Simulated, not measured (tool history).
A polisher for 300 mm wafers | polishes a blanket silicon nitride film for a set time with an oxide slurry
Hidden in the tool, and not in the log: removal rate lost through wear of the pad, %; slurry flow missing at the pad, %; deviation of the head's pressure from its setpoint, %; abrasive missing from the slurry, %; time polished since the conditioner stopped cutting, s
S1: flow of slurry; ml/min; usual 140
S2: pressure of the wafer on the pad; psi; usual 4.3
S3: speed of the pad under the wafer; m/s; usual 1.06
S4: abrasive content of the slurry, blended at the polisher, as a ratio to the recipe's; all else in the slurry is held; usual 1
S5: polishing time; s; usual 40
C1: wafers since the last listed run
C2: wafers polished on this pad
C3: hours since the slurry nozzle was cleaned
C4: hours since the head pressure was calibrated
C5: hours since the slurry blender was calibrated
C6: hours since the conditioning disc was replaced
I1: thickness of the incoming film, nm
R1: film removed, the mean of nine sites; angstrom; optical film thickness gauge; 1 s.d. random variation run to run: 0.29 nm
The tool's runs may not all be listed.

run	hour	S1	S2	S3	S4	S5	C1	C2	C3	C4	C5	C6	I1	R1
1	0	140	4.3	1.06	1	40	0	151	304.1	384.5	39.1	64.7	349.8	257
2	16.7	140	4.3	1.06	1	40	171	323	320.8	401.2	55.8	81.4	352.9	260
3	27.7	140	4.3	1.06	1	40	113	436	331.8	412.2	66.8	92.4	346.9	261
4	33.8	140	4.3	0.84	0.8	40	62	499	337.9	418.3	72.9	98.5	355	194
5	49.5	140	3.1	1.06	1	40	161	660	353.6	434	88.6	114.2	354	208
6	63.9	140	3	1.06	1.15	40	148	809	368	448.4	103	128.6	351.4	210
7	76	140	3.2	1.06	1.2	27	124	933	380.1	460.5	115.1	140.7	347.4	150
# hour 80.4: head pressure recalibrated
8	82.9	140	4.3	1.06	1	40	50	984	387	2.5	122	147.6	351.8	263
# hour 88.9: conditioning disc replaced and pad reconditioned
9	90.1	140	4.3	1.06	1	40	53	1037	394.2	9.7	129.2	1.2	353	265
10	96.7	140	4.3	1.06	1	40	67	1105	400.8	16.3	135.8	7.8	346.9	262
# hour 122.4: worn pad replaced by a new one
11	144.3	140	4.9	1.06	1.1	40	448	225	448.4	63.9	183.4	55.4	348.8	283
12	151.3	160	4.3	0.76	1	49	72	297	455.4	70.9	190.4	62.4	350.1	238
13	158.2	140	4.3	1.06	1	40	71	368	462.3	77.8	197.3	69.3	344	249
# hour 163.4: slurry blender recalibrated
14	171.3	140	4.3	1.06	1.15	50	114	482	475.4	90.9	7.9	82.4	352.7	355
15	184.1	140	4.3	0.92	1	40	131	614	488.2	103.7	20.7	95.2	349.1	244
# hour 190.2: slurry nozzle cleaned
16	201.6	115	4.3	1.06	1	40	169	784	11.4	121.2	38.2	112.7	344.2	259
17	215.4	185	3.7	1.06	1	40	142	926	25.2	135	52	126.5	348.1	256
18	225.1	140	4.3	0.8	0.8	40	99	1026	34.9	144.7	61.7	136.2	354	197
19	241.2	125	4.3	1.06	1	40	165	1192	51	160.8	77.8	152.3	346.7	261
# hour 246.9: worn pad replaced by a new one
20	253.1	110	3.6	0.78	1	51	81	63	62.9	172.7	89.7	164.2	355.2	226
# hour 259.1: conditioning disc replaced and pad reconditioned
21	260.2	90	3	1.06	1	50	52	115	70	179.8	96.8	1.1	353.2	245
22	270.7	140	4.3	1.24	0.7	35	108	223	80.5	190.3	107.3	11.6	347.8	227
23	284.7	180	4.3	1.06	1.15	40	144	368	94.5	204.3	121.3	25.6	354.5	284
24	293.6	140	4.3	1.06	1	40	91	459	103.4	213.2	130.2	34.5	351.8	258
25	312.1	140	4.3	1.06	1	45	190	650	121.9	231.7	148.7	53	357.4	284

Forecast each of these 5 alternatives for the next run:
A	312.5	140	4.3	0.7	1	40	4	654	122.3	232.1	149.1	53.4	351.6	?
B	312.5	160	5.2	0.72	1	40	4	654	122.3	232.1	149.1	53.4	351.6	?
C	312.5	190	4.8	0.92	1	40	4	654	122.3	232.1	149.1	53.4	351.6	?
D	312.5	140	4.3	1.06	1	34	4	654	122.3	232.1	149.1	53.4	351.6	?
E	312.5	100	2.9	0.72	1	26	4	654	122.3	232.1	149.1	53.4	351.6	?

run	R1
A	184
B	219
C	258
D	218
E	90
Had the tool no hidden state, the same runs would have come out as:
run	R1
A	206
B	245
C	288
D	244
E	101

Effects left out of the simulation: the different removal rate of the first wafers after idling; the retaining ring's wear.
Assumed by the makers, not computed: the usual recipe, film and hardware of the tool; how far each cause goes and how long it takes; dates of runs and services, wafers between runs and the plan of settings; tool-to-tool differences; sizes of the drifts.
